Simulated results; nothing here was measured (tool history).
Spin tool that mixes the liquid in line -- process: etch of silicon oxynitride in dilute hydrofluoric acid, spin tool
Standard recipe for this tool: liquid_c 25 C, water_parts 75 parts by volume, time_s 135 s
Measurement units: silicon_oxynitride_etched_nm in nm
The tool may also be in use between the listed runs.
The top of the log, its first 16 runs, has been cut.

run	day	liquid_c	water_parts	time_s	wafers since the last listed run	hours since the thermometer was replaced	hours since the hydrofluoric acid flow meter was replaced	hours since the gauge calibration	read-back film thickness of the silicon oxynitride reference wafer, read on the same gauge (nm)	silicon_oxynitride_etched_nm
17	20.588	29.5	100	170	336	3034.7	1021.7	1180	140.02	6.99
18	21.254	25	75	135	185	3050.7	1037.7	1196	140.02	6.19
# day 22.267: thermometer replaced
19	22.438	29.5	45	170	318	4.1	1066.1	1224.4	140	17.55
20	23.733	25	75	160	361	35.2	1097.2	1255.5	139.98	7.77
# day 24.117: gauge calibrated
# day 24.683: hydrofluoric acid flow meter replaced
21	24.838	25	65	135	296	61.7	3.7	17.3	139.99	7.68
22	25.871	30	75	135	288	86.5	28.5	42.1	139.99	8.22
23	26.533	20.5	95	175	184	102.4	44.4	58	139.98	5.31
24	27.746	27	75	135	338	131.5	73.5	87.1	139.98	7.17
25	28.85	28	110	55	307	158	100	113.6	140.02	2.01
26	29.683	27.5	55	135	232	178	120	133.6	140	10.38
# day 32.071: thermometer replaced, repeated, since the last time left the tool worse
27	32.15	25	90	135	676	1.9	179.2	192.8	140	4.65
28	33.396	25	75	135	347	31.8	209.1	222.7	139.99	5.71
29	34.058	20.5	75	135	184	47.7	225	238.6	140	4.54
30	35.554	25	75	135	417	83.6	260.9	274.5	139.99	5.66
31	36.208	28.5	75	135	182	99.3	276.6	290.2	140.03	6.76
32	36.975	27	105	165	213	117.7	295	308.6	140.01	5.39

Here are 5 independent what-if runs from the current tool condition. What would each one return?
A	36.996	25	75	90	5	118.2	295.5	309.1	?	?
B	36.996	25	100	135	5	118.2	295.5	309.1	?	?
C	36.996	25	100	180	5	118.2	295.5	309.1	?	?
D	36.996	29	35	205	5	118.2	295.5	309.1	?	?
E	36.996	27.5	75	135	5	118.2	295.5	309.1	?	?

run	read-back film thickness of the silicon oxynitride reference wafer, read on the same gauge (nm)	silicon_oxynitride_etched_nm
A	140.06	3.8
B	140.06	4.18
C	140.06	5.58
D	140.06	23.26
E	140.06	6.41
What these runs would have given with no unlogged condition in the tool:
run	silicon_oxynitride_etched_nm
A	3.77
B	4.14
C	5.53
D	23.06
E	6.35
